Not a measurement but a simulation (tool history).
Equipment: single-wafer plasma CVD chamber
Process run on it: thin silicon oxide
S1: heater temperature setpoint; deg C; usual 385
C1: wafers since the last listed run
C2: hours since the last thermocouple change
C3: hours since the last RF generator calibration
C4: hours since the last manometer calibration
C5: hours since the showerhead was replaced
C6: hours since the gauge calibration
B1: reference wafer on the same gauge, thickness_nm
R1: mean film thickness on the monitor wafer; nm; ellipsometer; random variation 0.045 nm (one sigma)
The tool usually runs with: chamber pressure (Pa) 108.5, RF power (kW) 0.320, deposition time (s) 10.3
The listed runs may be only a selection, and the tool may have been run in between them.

{"run": 1, "day": 0.0, "S1": 385, "chamber pressure (Pa)": 108.5, "RF power (kW)": 0.32, "deposition time (s)": 10.3, "C1": 0, "C2": 1365.6, "C3": 916.4, "C4": 1805.5, "C5": 4130.0, "C6": 76.0, "B1": 15.112, "R1": 18.038}
{"run": 2, "day": 1.404, "S1": 385, "chamber pressure (Pa)": 108.5, "RF power (kW)": 0.32, "deposition time (s)": 10.3, "C1": 1128, "C2": 1399.3, "C3": 950.1, "C4": 1839.2, "C5": 4163.7, "C6": 109.7, "B1": 15.093, "R1": 17.977}
{"run": 3, "day": 2.038, "S1": 385, "chamber pressure (Pa)": 87.5, "RF power (kW)": 0.365, "deposition time (s)": 10.3, "C1": 509, "C2": 1414.5, "C3": 965.3, "C4": 1854.4, "C5": 4178.9, "C6": 124.9, "B1": 15.091, "R1": 14.716}
{"run": 4, "day": 3.154, "S1": 385, "chamber pressure (Pa)": 87.5, "RF power (kW)": 0.365, "deposition time (s)": 10.3, "C1": 897, "C2": 1441.3, "C3": 992.1, "C4": 1881.2, "C5": 4205.7, "C6": 151.7, "B1": 15.111, "R1": 14.716}
{"run": 5, "day": 4.471, "S1": 385, "chamber pressure (Pa)": 87.5, "RF power (kW)": 0.365, "deposition time (s)": 10.3, "C1": 1058, "C2": 1472.9, "C3": 1023.7, "C4": 1912.8, "C5": 4237.3, "C6": 183.3, "B1": 15.121, "R1": 14.685}
{"run": 6, "day": 5.838, "S1": 385, "chamber pressure (Pa)": 108.5, "RF power (kW)": 0.35, "deposition time (s)": 10.3, "C1": 1098, "C2": 1505.7, "C3": 1056.5, "C4": 1945.6, "C5": 4270.1, "C6": 216.1, "B1": 15.106, "R1": 18.391}
{"day": 6.767, "done": "thermocouple changed; heater temperature recalibrated"}
{"run": 7, "day": 6.788, "S1": 385, "chamber pressure (Pa)": 108.5, "RF power (kW)": 0.35, "deposition time (s)": 10.3, "C1": 495, "C2": 0.5, "C3": 1079.3, "C4": 1968.4, "C5": 4292.9, "C6": 238.9, "B1": 15.095, "R1": 18.348}
{"run": 8, "day": 8.796, "S1": 385, "chamber pressure (Pa)": 108.5, "RF power (kW)": 0.35, "deposition time (s)": 10.3, "C1": 1614, "C2": 48.7, "C3": 1127.5, "C4": 2016.6, "C5": 4341.1, "C6": 287.1, "B1": 15.123, "R1": 18.213}
{"day": 9.496, "done": "showerhead replaced"}
{"run": 9, "day": 9.517, "S1": 385, "chamber pressure (Pa)": 108.5, "RF power (kW)": 0.345, "deposition time (s)": 10.3, "C1": 311, "C2": 66.0, "C3": 1144.8, "C4": 2033.9, "C5": 0.5, "C6": 304.4, "B1": 15.09, "R1": 18.162}
{"run": 10, "day": 9.954, "S1": 370, "chamber pressure (Pa)": 131.9, "RF power (kW)": 0.285, "deposition time (s)": 10.3, "C1": 351, "C2": 76.5, "C3": 1155.3, "C4": 2044.4, "C5": 11.0, "C6": 314.9, "B1": 15.101, "R1": 20.784}
{"run": 11, "day": 11.092, "S1": 395, "chamber pressure (Pa)": 108.5, "RF power (kW)": 0.32, "deposition time (s)": 10.3, "C1": 914, "C2": 103.8, "C3": 1182.6, "C4": 2071.7, "C5": 38.3, "C6": 342.2, "B1": 15.096, "R1": 17.619}
{"run": 12, "day": 12.729, "S1": 385, "chamber pressure (Pa)": 108.5, "RF power (kW)": 0.32, "deposition time (s)": 8.9, "C1": 1316, "C2": 143.1, "C3": 1221.9, "C4": 2111.0, "C5": 77.6, "C6": 381.5, "B1": 15.109, "R1": 15.352}
{"day": 13.4, "done": "gauge calibrated"}
{"run": 13, "day": 13.408, "S1": 385, "chamber pressure (Pa)": 108.5, "RF power (kW)": 0.32, "deposition time (s)": 10.3, "C1": 545, "C2": 159.4, "C3": 1238.2, "C4": 2127.3, "C5": 93.9, "C6": 0.2, "B1": 15.09, "R1": 17.669}
{"day": 14.129, "done": "RF generator calibrated"}
{"day": 14.571, "done": "capacitance manometer re-zeroed and calibrated"}
{"run": 14, "day": 17.292, "S1": 398, "chamber pressure (Pa)": 116.3, "RF power (kW)": 0.365, "deposition time (s)": 11.8, "C1": 2585, "C2": 252.6, "C3": 75.9, "C4": 65.3, "C5": 187.1, "C6": 93.4, "B1": 15.094, "R1": 23.524}
{"run": 15, "day": 18.571, "S1": 380, "chamber pressure (Pa)": 108.5, "RF power (kW)": 0.32, "deposition time (s)": 10.3, "C1": 1028, "C2": 283.3, "C3": 106.6, "C4": 96.0, "C5": 217.8, "C6": 124.1, "B1": 15.095, "R1": 18.864}
{"run": 16, "day": 19.196, "S1": 385, "chamber pressure (Pa)": 108.5, "RF power (kW)": 0.32, "deposition time (s)": 10.3, "C1": 502, "C2": 298.3, "C3": 121.6, "C4": 111.0, "C5": 232.8, "C6": 139.1, "B1": 15.091, "R1": 18.742}

For some of the steps in R1 from one run to the next: how much would appear even if the tool had no hidden state, given the settings, what came in and random variation, and how much remains for the hidden state plus any gauge scatter that the measured result and the result without hidden state don't share?
What the log doesn't record here: wafer temperature above the value expected at the setpoint (K); delivered RF power above the setpoint (%); true pressure above the setpoint (%); gauge reads high (%).
Run 13 -> 14: S1 385 -> 398, chamber pressure (Pa) 108.5 -> 116.3, RF power (kW) 0.320 -> 0.365, deposition time (s) 10.3 -> 11.8, RF generator calibrated, capacitance manometer re-zeroed and calibrated. R1 +5.855 nm: hidden state +1.102, all else +4.753.
